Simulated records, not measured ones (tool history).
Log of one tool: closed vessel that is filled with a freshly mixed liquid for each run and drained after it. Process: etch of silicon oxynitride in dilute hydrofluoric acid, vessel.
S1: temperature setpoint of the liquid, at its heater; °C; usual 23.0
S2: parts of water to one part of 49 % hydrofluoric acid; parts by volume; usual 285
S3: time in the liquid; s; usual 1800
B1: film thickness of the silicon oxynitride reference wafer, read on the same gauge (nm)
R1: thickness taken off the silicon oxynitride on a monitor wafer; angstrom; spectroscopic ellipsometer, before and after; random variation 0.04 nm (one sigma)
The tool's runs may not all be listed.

| run | day | S1 | S2 | S3 | B1 | R1 |
|---|---|---|---|---|---|---|
| 1 | 0.000 | 23.0 | 285 | 1800 | 80.00 | 69.6 |
| 2 | 2.696 | 23.0 | 285 | 1800 | 80.01 | 68.9 |
| 3 | 6.275 | 23.0 | 285 | 1800 | 80.03 | 68.5 |
| 4 | 8.638 | 23.0 | 285 | 1800 | 80.03 | 68.8 |
| 5 | 10.371 | 23.0 | 285 | 1800 | 79.99 | 69.3 |
| 6 | 14.312 | 23.0 | 285 | 1800 | 79.96 | 68.3 |
|  | 15.662 | hydrofluoric acid flow meter replaced |
| 7 | 16.242 | 23.0 | 285 | 1800 | 80.00 | 73.5 |
|  | 17.321 | thermometer replaced |
| 8 | 19.158 | 26.0 | 425 | 1435 | 80.02 | 40.1 |
| 9 | 22.962 | 23.0 | 285 | 1800 | 80.04 | 73.3 |
|  | 26.579 | gauge calibrated |
| 10 | 26.629 | 23.0 | 285 | 1800 | 80.03 | 73.1 |
| 11 | 29.625 | 26.5 | 380 | 1285 | 80.00 | 42.0 |
| 12 | 32.879 | 27.5 | 285 | 1800 | 80.01 | 87.9 |
| 13 | 34.533 | 19.0 | 350 | 1185 | 80.05 | 30.9 |
| 14 | 38.242 | 23.0 | 180 | 1800 | 79.98 | 121.7 |

The tool's hidden state at each run:
liquid colder than its thermometer reads (K): 0 in every run
gauge reads high (%): 0 in every run
H1: hydrofluoric acid flow below the setpoint (%)
| run | H1 |
|---|---|
| 1 | 4.92 |
| 2 | 5.18 |
| 3 | 5.52 |
| 4 | 5.75 |
| 5 | 5.91 |
| 6 | 6.29 |
| 7 | 0.249 |
| 8 | 0.527 |
| 9 | 0.889 |
| 10 | 1.24 |
| 11 | 1.52 |
| 12 | 1.83 |
| 13 | 1.99 |
| 14 | 2.34 |

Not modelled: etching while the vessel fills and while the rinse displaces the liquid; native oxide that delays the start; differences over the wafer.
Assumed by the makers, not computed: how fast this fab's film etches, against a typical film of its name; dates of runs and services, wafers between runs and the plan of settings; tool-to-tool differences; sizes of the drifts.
